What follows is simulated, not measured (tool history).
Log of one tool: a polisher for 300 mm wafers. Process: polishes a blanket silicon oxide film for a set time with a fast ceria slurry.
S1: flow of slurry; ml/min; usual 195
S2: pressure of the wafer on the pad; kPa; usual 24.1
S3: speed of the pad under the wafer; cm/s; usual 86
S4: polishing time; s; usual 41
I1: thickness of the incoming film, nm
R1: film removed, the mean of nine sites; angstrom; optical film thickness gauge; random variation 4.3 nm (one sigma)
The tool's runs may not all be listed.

run 1 hour=0 | S1=195 S2=24.1 S3=86 S4=41 | I1=1933.4 | R1=5989
-- hour=12.9 slurry nozzle cleaned
run 2 hour=15.9 | S1=195 S2=24.1 S3=86 S4=41 | I1=1974.6 | R1=5861
-- hour=29.1 worn pad replaced by a new one
run 3 hour=29.6 | S1=195 S2=24.1 S3=108 S4=41 | I1=1965.8 | R1=7383
run 4 hour=35.2 | S1=195 S2=24.1 S3=86 S4=45 | I1=1968.4 | R1=6743
run 5 hour=52.3 | S1=195 S2=24.1 S3=86 S4=45 | I1=1963.9 | R1=6667
run 6 hour=64.3 | S1=195 S2=24.1 S3=86 S4=45 | I1=1953.5 | R1=6559
run 7 hour=79.9 | S1=195 S2=24.1 S3=86 S4=41 | I1=1946.7 | R1=5988
run 8 hour=89.6 | S1=195 S2=24.1 S3=86 S4=41 | I1=1964.5 | R1=5924
run 9 hour=101.8 | S1=195 S2=24.1 S3=86 S4=41 | I1=1963.5 | R1=5845
-- hour=110.8 worn pad replaced by a new one
run 10 hour=111.8 | S1=195 S2=24.1 S3=86 S4=41 | I1=1973.3 | R1=6274
run 11 hour=125.5 | S1=195 S2=24.1 S3=86 S4=41 | I1=1961.5 | R1=6098
run 12 hour=134.1 | S1=195 S2=24.1 S3=86 S4=41 | I1=1969.4 | R1=6085
run 13 hour=149.5 | S1=250 S2=24.1 S3=86 S4=41 | I1=1945.8 | R1=6264
run 14 hour=157.1 | S1=195 S2=24.1 S3=86 S4=41 | I1=1973.3 | R1=5980
run 15 hour=164.9 | S1=170 S2=24.1 S3=86 S4=41 | I1=1972.1 | R1=5793
run 16 hour=177.1 | S1=195 S2=24.1 S3=114 S4=41 | I1=1960.4 | R1=7388
-- hour=186.4 worn pad replaced by a new one
run 17 hour=186.9 | S1=195 S2=24.1 S3=86 S4=49 | I1=1992.9 | R1=7442
run 18 hour=193.4 | S1=195 S2=24.1 S3=86 S4=41 | I1=1964.5 | R1=6242
run 19 hour=201.1 | S1=195 S2=20.7 S3=86 S4=37 | I1=1947.7 | R1=4979
run 20 hour=218.5 | S1=195 S2=24.1 S3=86 S4=41 | I1=1998.6 | R1=6053
-- hour=232.9 slurry nozzle cleaned
-- hour=234.7 head pressure recalibrated
run 21 hour=235.7 | S1=225 S2=24.1 S3=86 S4=41 | I1=1962.6 | R1=5963
run 22 hour=245.9 | S1=170 S2=24.1 S3=86 S4=49 | I1=1965.6 | R1=6849
run 23 hour=254.8 | S1=130 S2=15.9 S3=102 S4=29 | I1=1944.3 | R1=3285
-- hour=265 worn pad replaced by a new one
run 24 hour=287.1 | S1=170 S2=31 S3=96 S4=41 | I1=1952.7 | R1=7787
run 25 hour=297.6 | S1=150 S2=22.1 S3=86 S4=49 | I1=1927.4 | R1=6522
run 26 hour=305.8 | S1=135 S2=30.3 S3=74 S4=41 | I1=1996.4 | R1=5915
run 27 hour=315.8 | S1=195 S2=26.9 S3=72 S4=36 | I1=1984.2 | R1=4950
run 28 hour=323.8 | S1=230 S2=24.1 S3=106 S4=41 | I1=2001.5 | R1=7131
run 29 hour=340.1 | S1=195 S2=24.1 S3=86 S4=41 | I1=1944.1 | R1=5819

4 ways to go on from here, each from the tool as it stands after run 29. What would each give?
run A hour=340.5 | S1=195 S2=24.1 S3=86 S4=41 | I1=1923.5 | R1=?
run B hour=340.5 | S1=195 S2=26.2 S3=86 S4=41 | I1=1923.5 | R1=?
run C hour=340.5 | S1=195 S2=24.1 S3=86 S4=48 | I1=1923.5 | R1=?
run D hour=340.5 | S1=195 S2=24.1 S3=86 S4=46 | I1=1923.5 | R1=?

run=A R1=5812
run=B R1=6159
run=C R1=6804
run=D R1=6521
Without the tool's hidden state the same runs would have given:
run=A R1=6237
run=B R1=6609
run=C R1=7302
run=D R1=6998

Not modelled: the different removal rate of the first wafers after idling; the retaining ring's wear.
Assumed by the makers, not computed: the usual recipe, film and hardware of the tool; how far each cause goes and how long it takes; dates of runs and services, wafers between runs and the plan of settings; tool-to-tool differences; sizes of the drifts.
